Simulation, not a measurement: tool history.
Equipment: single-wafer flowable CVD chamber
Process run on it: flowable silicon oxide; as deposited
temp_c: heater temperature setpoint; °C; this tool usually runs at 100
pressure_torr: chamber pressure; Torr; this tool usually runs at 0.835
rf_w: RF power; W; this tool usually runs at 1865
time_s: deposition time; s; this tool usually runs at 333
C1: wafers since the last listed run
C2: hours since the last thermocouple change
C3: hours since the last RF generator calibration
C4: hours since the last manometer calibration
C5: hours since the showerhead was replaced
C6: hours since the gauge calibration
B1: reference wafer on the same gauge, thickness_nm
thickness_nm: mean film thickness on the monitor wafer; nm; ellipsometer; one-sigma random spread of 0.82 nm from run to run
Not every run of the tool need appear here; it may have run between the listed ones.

Run 1, hour 0.0: usual settings but temp_c 88 °C; C1 0; C2 1964.4; C3 2128.7; C4 2285.3; C5 6327.2; C6 951.1; B1 184.774. Result: thickness_nm 296.760 nm.
At hour 19.1: thermocouple changed; heater temperature recalibrated.
Run 2, hour 19.6: usual settings but rf_w 1740 W; C1 77; C2 0.5; C3 2148.3; C4 2304.9; C5 6346.8; C6 970.7; B1 184.948. Result: thickness_nm 204.898 nm.
Run 3, hour 45.7: usual settings but pressure_torr 0.924 Torr; C1 174; C2 26.6; C3 2174.4; C4 2331.0; C5 6372.9; C6 996.8; B1 184.828. Result: thickness_nm 234.012 nm.
Run 4, hour 63.1: usual settings but temp_c 110 °C, pressure_torr 0.732 Torr, rf_w 2030 W; C1 116; C2 44.0; C3 2191.8; C4 2348.4; C5 6390.3; C6 1014.2; B1 184.787. Result: thickness_nm 139.459 nm.
Run 5, hour 90.3: usual settings; C1 181; C2 71.2; C3 2219.0; C4 2375.6; C5 6417.5; C6 1041.4; B1 184.722. Result: thickness_nm 210.075 nm.
Run 6, hour 126.0: usual settings but rf_w 1735 W; C1 238; C2 106.9; C3 2254.7; C4 2411.3; C5 6453.2; C6 1077.1; B1 185.250. Result: thickness_nm 205.142 nm.
Run 7, hour 140.8: usual settings; C1 98; C2 121.7; C3 2269.5; C4 2426.1; C5 6468.0; C6 1091.9; B1 185.119. Result: thickness_nm 208.668 nm.
Run 8, hour 156.3: usual settings; C1 103; C2 137.2; C3 2285.0; C4 2441.6; C5 6483.5; C6 1107.4; B1 184.756. Result: thickness_nm 209.153 nm.
Run 9, hour 188.2: usual settings but temp_c 109 °C, pressure_torr 0.673 Torr, rf_w 1985 W, time_s 301 s; C1 213; C2 169.1; C3 2316.9; C4 2473.5; C5 6515.4; C6 1139.3; B1 185.026. Result: thickness_nm 117.809 nm.
Run 10, hour 210.1: usual settings but temp_c 85 °C; C1 146; C2 191.0; C3 2338.8; C4 2495.4; C5 6537.3; C6 1161.2; B1 185.171. Result: thickness_nm 322.135 nm.
Run 11, hour 227.4: usual settings but pressure_torr 0.641 Torr; C1 115; C2 208.3; C3 2356.1; C4 2512.7; C5 6554.6; C6 1178.5; B1 184.969. Result: thickness_nm 160.739 nm.
Run 12, hour 252.5: usual settings; C1 167; C2 233.4; C3 2381.2; C4 2537.8; C5 6579.7; C6 1203.6; B1 184.832. Result: thickness_nm 210.488 nm.
At hour 268.5: RF generator calibrated.
At hour 313.7: gauge calibrated.
At hour 316.1: showerhead replaced.
At hour 337.9: capacitance manometer re-zeroed and calibrated.
Run 13, hour 338.9: usual settings; C1 416; C2 319.8; C3 70.4; C4 1.0; C5 22.8; C6 25.2; B1 184.896. Result: thickness_nm 218.424 nm.
Run 14, hour 365.7: usual settings but rf_w 1535 W; C1 179; C2 346.6; C3 97.2; C4 27.8; C5 49.6; C6 52.0; B1 184.984. Result: thickness_nm 207.557 nm.
Run 15, hour 388.8: usual settings but pressure_torr 0.983 Torr; C1 154; C2 369.7; C3 120.3; C4 50.9; C5 72.7; C6 75.1; B1 184.983. Result: thickness_nm 258.848 nm.
Run 16, hour 419.8: usual settings but temp_c 109 °C, pressure_torr 0.707 Torr; C1 207; C2 400.7; C3 151.3; C4 81.9; C5 103.7; C6 106.1; B1 184.941. Result: thickness_nm 140.904 nm.
Run 17, hour 437.4: usual settings but rf_w 2175 W; C1 117; C2 418.3; C3 168.9; C4 99.5; C5 121.3; C6 123.7; B1 184.765. Result: thickness_nm 226.971 nm.
Run 18, hour 464.9: usual settings but temp_c 85 °C, rf_w 2075 W; C1 183; C2 445.8; C3 196.4; C4 127.0; C5 148.8; C6 151.2; B1 184.862. Result: thickness_nm 342.238 nm.
Run 19, hour 483.2: usual settings; C1 122; C2 464.1; C3 214.7; C4 145.3; C5 167.1; C6 169.5; B1 185.122. Result: thickness_nm 218.636 nm.
Run 20, hour 504.5: usual settings; C1 142; C2 485.4; C3 236.0; C4 166.6; C5 188.4; C6 190.8; B1 185.051. Result: thickness_nm 217.862 nm.
Run 21, hour 520.4: usual settings; C1 106; C2 501.3; C3 251.9; C4 182.5; C5 204.3; C6 206.7; B1 185.012. Result: thickness_nm 217.311 nm.
Run 22, hour 547.4: usual settings but pressure_torr 0.763 Torr, rf_w 1630 W; C1 180; C2 528.3; C3 278.9; C4 209.5; C5 231.3; C6 233.7; B1 184.846. Result: thickness_nm 191.018 nm.
Run 23, hour 577.7: usual settings; C1 202; C2 558.6; C3 309.2; C4 239.8; C5 261.6; C6 264.0; B1 185.300. Result: thickness_nm 217.984 nm.
Run 24, hour 600.1: usual settings but pressure_torr 0.769 Torr, rf_w 1995 W; C1 149; C2 581.0; C3 331.6; C4 262.2; C5 284.0; C6 286.4; B1 185.202. Result: thickness_nm 203.353 nm.
Run 25, hour 613.9: usual settings; C1 92; C2 594.8; C3 345.4; C4 276.0; C5 297.8; C6 300.2; B1 184.902. Result: thickness_nm 216.786 nm.
Run 26, hour 628.3: usual settings but rf_w 1720 W; C1 96; C2 609.2; C3 359.8; C4 290.4; C5 312.2; C6 314.6; B1 185.276. Result: thickness_nm 212.097 nm.
Run 27, hour 658.5: usual settings but rf_w 1770 W; C1 201; C2 639.4; C3 390.0; C4 320.6; C5 342.4; C6 344.8; B1 185.165. Result: thickness_nm 213.574 nm.

5 ways to go on from here, each from the tool as it stands after run 27. What would each give?
Run A, hour 659.0: usual settings but pressure_torr 0.773 Torr; C1 3; C2 639.9; C3 390.5; C4 321.1; C5 342.9; C6 345.3; B1 ?. Result: thickness_nm ?.
Run B, hour 659.0: usual settings but pressure_torr 0.928 Torr; C1 3; C2 639.9; C3 390.5; C4 321.1; C5 342.9; C6 345.3; B1 ?. Result: thickness_nm ?.
Run C, hour 659.0: usual settings but pressure_torr 0.889 Torr, time_s 296 s; C1 3; C2 639.9; C3 390.5; C4 321.1; C5 342.9; C6 345.3; B1 ?. Result: thickness_nm ?.
Run D, hour 659.0: usual settings but temp_c 95 °C, pressure_torr 0.927 Torr; C1 3; C2 639.9; C3 390.5; C4 321.1; C5 342.9; C6 345.3; B1 ?. Result: thickness_nm ?.
Run E, hour 659.0: usual settings but rf_w 2180 W; C1 3; C2 639.9; C3 390.5; C4 321.1; C5 342.9; C6 345.3; B1 ?. Result: thickness_nm ?.

run       B1  thickness_nm
  A  184.991       199.150
  B  184.991       239.072
  C  184.991       203.723
  D  184.991       275.722
  E  184.991       222.406
What these runs would have given with no unlogged condition in the tool:
run  thickness_nm
  A       200.886
  B       240.997
  C       205.446
  D       277.942
  E       224.287
